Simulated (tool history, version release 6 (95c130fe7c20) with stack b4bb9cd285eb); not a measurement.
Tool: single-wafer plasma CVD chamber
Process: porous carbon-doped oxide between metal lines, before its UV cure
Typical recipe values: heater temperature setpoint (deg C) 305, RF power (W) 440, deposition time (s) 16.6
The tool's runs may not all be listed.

| run | hour | heater temperature setpoint (deg C) | RF power (W) | deposition time (s) | read-back reference wafer on the same gauge, thickness_nm | mean film thickness on the monitor wafer (angstrom) |
|---|---|---|---|---|---|---|
| 1 | 0 | 302 | 440 | 16.6 | 84.411 | 857.97 |
| 2 | 20.3 | 305 | 440 | 16.6 | 84.528 | 833.76 |
| 3 | 40.3 | 305 | 440 | 16.6 | 84.56 | 839.22 |
| 4 | 57.7 | 305 | 440 | 16.6 | 84.542 | 840.41 |
| 5 | 124.2 | 297 | 440 | 16.6 | 84.317 | 874.4 |
| 6 | 141.5 | 297 | 440 | 16.6 | 84.255 | 882.72 |
| 7 | 173.5 | 297 | 440 | 16.6 | 84.44 | 880.37 |
|  | 185.3 | gauge calibrated |
| 8 | 191.6 | 305 | 440 | 14.9 | 84.126 | 754.09 |
|  | 266.3 | RF generator calibrated |
|  | 271.2 | thermocouple changed; heater temperature recalibrated |
| 9 | 291 | 305 | 440 | 16.6 | 84.513 | 837 |
| 10 | 317.5 | 309 | 440 | 14.1 | 84.211 | 703.19 |
| 11 | 345.1 | 305 | 375 | 16.6 | 84.456 | 715.07 |
| 12 | 367.5 | 317 | 510 | 15.5 | 84.317 | 832.25 |
|  | 406.2 | showerhead replaced |
| 13 | 408.1 | 295 | 470 | 14.3 | 84.51 | 813.57 |
| 14 | 493.5 | 309 | 525 | 14.7 | 84.3 | 840.01 |
| 15 | 522.1 | 291 | 470 | 13.3 | 84.292 | 786.95 |
| 16 | 535.2 | 305 | 440 | 16.6 | 84.487 | 830.22 |

Branching from run 16: 3 alternative next runs. What would each branch give?
| A | 535.6 | 305 | 440 | 16.6 | ? | ? |
| B | 535.6 | 305 | 510 | 18.3 | ? | ? |
| C | 535.6 | 293 | 440 | 13.9 | ? | ? |

| run | read-back reference wafer on the same gauge, thickness_nm | mean film thickness on the monitor wafer (angstrom) |
|---|---|---|
| A | 84.549 | 842.72 |
| B | 84.549 | 1049.26 |
| C | 84.549 | 768.22 |
What these runs would have given with no unlogged condition in the tool:
| run | mean film thickness on the monitor wafer (angstrom) |
|---|---|
| A | 842.72 |
| B | 1049.26 |
| C | 768.22 |

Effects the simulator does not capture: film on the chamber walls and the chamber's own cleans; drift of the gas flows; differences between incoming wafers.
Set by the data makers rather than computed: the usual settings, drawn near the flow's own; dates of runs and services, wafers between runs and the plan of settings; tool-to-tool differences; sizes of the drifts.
